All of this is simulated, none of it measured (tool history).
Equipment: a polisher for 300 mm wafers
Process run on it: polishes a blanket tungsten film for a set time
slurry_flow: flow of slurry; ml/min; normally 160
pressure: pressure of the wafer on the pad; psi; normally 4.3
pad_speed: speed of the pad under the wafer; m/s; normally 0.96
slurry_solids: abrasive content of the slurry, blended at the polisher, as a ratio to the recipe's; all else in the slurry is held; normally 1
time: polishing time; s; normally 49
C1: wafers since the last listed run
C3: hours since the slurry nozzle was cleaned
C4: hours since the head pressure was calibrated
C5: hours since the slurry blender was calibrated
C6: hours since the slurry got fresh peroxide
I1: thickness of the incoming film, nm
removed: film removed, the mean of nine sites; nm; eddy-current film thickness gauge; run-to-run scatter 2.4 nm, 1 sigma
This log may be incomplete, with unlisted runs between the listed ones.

run 1 day=0 | slurry_flow=160 pressure=4.3 pad_speed=0.96 slurry_solids=1 time=49 | C1=0 wafers_polished_on_this_pad=2504 C3=670.5 C4=814 C5=120.2 C6=181.4 | I1=721.1 | removed=258.1
-- day=0.562 slurry nozzle cleaned
-- day=0.65 worn pad replaced by a new one
run 2 day=1 | slurry_flow=160 pressure=4.9 pad_speed=0.96 slurry_solids=1 time=49 | C1=236 wafers_polished_on_this_pad=94 C3=10.5 C4=838 C5=144.2 C6=205.4 | I1=720 | removed=286
run 3 day=1.825 | slurry_flow=160 pressure=4.3 pad_speed=0.78 slurry_solids=1 time=49 | C1=224 wafers_polished_on_this_pad=319 C3=30.3 C4=857.8 C5=164 C6=225.2 | I1=730.2 | removed=210.8
-- day=2.642 slurry tank refilled with fresh slurry and peroxide
run 4 day=3.275 | slurry_flow=160 pressure=4.3 pad_speed=0.96 slurry_solids=1 time=49 | C1=383 wafers_polished_on_this_pad=703 C3=65.1 C4=892.6 C5=198.8 C6=15.2 | I1=715.9 | removed=264.7
run 5 day=4.054 | slurry_flow=215 pressure=4.3 pad_speed=0.96 slurry_solids=1 time=49 | C1=212 wafers_polished_on_this_pad=915 C3=83.8 C4=911.3 C5=217.5 C6=33.9 | I1=717.7 | removed=273.1
-- day=4.462 head pressure recalibrated
-- day=4.65 slurry blender recalibrated
run 6 day=5.429 | slurry_flow=160 pressure=4.3 pad_speed=0.96 slurry_solids=0.75 time=64 | C1=329 wafers_polished_on_this_pad=1244 C3=116.8 C4=23.2 C5=18.7 C6=66.9 | I1=725 | removed=317.1
run 7 day=5.979 | slurry_flow=160 pressure=4.3 pad_speed=0.96 slurry_solids=1 time=49 | C1=149 wafers_polished_on_this_pad=1394 C3=130 C4=36.4 C5=31.9 C6=80.1 | I1=719.8 | removed=258.1
run 8 day=7.458 | slurry_flow=175 pressure=4.3 pad_speed=1.24 slurry_solids=1 time=56 | C1=403 wafers_polished_on_this_pad=1797 C3=165.5 C4=71.9 C5=67.4 C6=115.6 | I1=706.7 | removed=362.7
run 9 day=8.496 | slurry_flow=160 pressure=3.4 pad_speed=0.96 slurry_solids=1 time=49 | C1=282 wafers_polished_on_this_pad=2080 C3=190.4 C4=96.8 C5=92.3 C6=140.5 | I1=716.1 | removed=204.9
run 10 day=9.525 | slurry_flow=160 pressure=4.3 pad_speed=0.96 slurry_solids=1 time=49 | C1=280 wafers_polished_on_this_pad=2360 C3=215.1 C4=121.5 C5=117 C6=165.2 | I1=717 | removed=250.1
run 11 day=10.062 | slurry_flow=185 pressure=4.3 pad_speed=0.8 slurry_solids=1.2 time=59 | C1=146 wafers_polished_on_this_pad=2507 C3=228 C4=134.4 C5=129.9 C6=178.1 | I1=724.7 | removed=275.9
run 12 day=10.967 | slurry_flow=160 pressure=3.4 pad_speed=0.96 slurry_solids=1 time=49 | C1=246 wafers_polished_on_this_pad=2753 C3=249.7 C4=156.1 C5=151.6 C6=199.8 | I1=730 | removed=201.1
-- day=11.658 worn pad replaced by a new one
run 13 day=11.679 | slurry_flow=160 pressure=4.3 pad_speed=0.96 slurry_solids=1 time=49 | C1=148 wafers_polished_on_this_pad=5 C3=266.8 C4=173.2 C5=168.7 C6=216.9 | I1=706 | removed=246.3
run 14 day=12.542 | slurry_flow=160 pressure=4.3 pad_speed=0.96 slurry_solids=1 time=49 | C1=234 wafers_polished_on_this_pad=240 C3=287.5 C4=193.9 C5=189.4 C6=237.6 | I1=728.3 | removed=247
-- day=13.804 slurry tank refilled with fresh slurry and peroxide
run 15 day=13.825 | slurry_flow=160 pressure=4.3 pad_speed=0.82 slurry_solids=1.25 time=49 | C1=338 wafers_polished_on_this_pad=578 C3=318.3 C4=224.7 C5=220.2 C6=0.5 | I1=724.7 | removed=243.1
run 16 day=15.233 | slurry_flow=175 pressure=5.5 pad_speed=0.96 slurry_solids=0.85 time=64 | C1=383 wafers_polished_on_this_pad=962 C3=352.1 C4=258.5 C5=254 C6=34.3 | I1=719.7 | removed=427.7
-- day=15.529 slurry blender recalibrated
run 17 day=19.571 | slurry_flow=160 pressure=3.8 pad_speed=0.96 slurry_solids=0.85 time=49 | C1=1159 wafers_polished_on_this_pad=2121 C3=456.2 C4=362.6 C5=97 C6=138.4 | I1=728.1 | removed=224.6
run 18 day=20.983 | slurry_flow=110 pressure=3.6 pad_speed=0.82 slurry_solids=1 time=49 | C1=384 wafers_polished_on_this_pad=2506 C3=490.1 C4=396.5 C5=130.9 C6=172.3 | I1=713.5 | removed=175.5
run 19 day=21.521 | slurry_flow=160 pressure=4.3 pad_speed=1.1 slurry_solids=1 time=49 | C1=146 wafers_polished_on_this_pad=2652 C3=503 C4=409.4 C5=143.8 C6=185.2 | I1=736.8 | removed=283.8
run 20 day=22.383 | slurry_flow=200 pressure=4.3 pad_speed=0.96 slurry_solids=1 time=49 | C1=234 wafers_polished_on_this_pad=2887 C3=523.7 C4=430.1 C5=164.5 C6=205.9 | I1=719.2 | removed=255.9

What does the tool deliver on the next run?
-- day=23.304 worn pad replaced by a new one
run 21 day=23.325 | slurry_flow=160 pressure=4.3 pad_speed=0.96 slurry_solids=1 time=49 | C1=211 wafers_polished_on_this_pad=5 C3=546.3 C4=452.7 C5=187.1 C6=228.5 | I1=717.9 | removed=?

Logged for run 21: removed 248.9 nm.
Had the tool carried no hidden state, the very same run would have given removed 264.6 nm.

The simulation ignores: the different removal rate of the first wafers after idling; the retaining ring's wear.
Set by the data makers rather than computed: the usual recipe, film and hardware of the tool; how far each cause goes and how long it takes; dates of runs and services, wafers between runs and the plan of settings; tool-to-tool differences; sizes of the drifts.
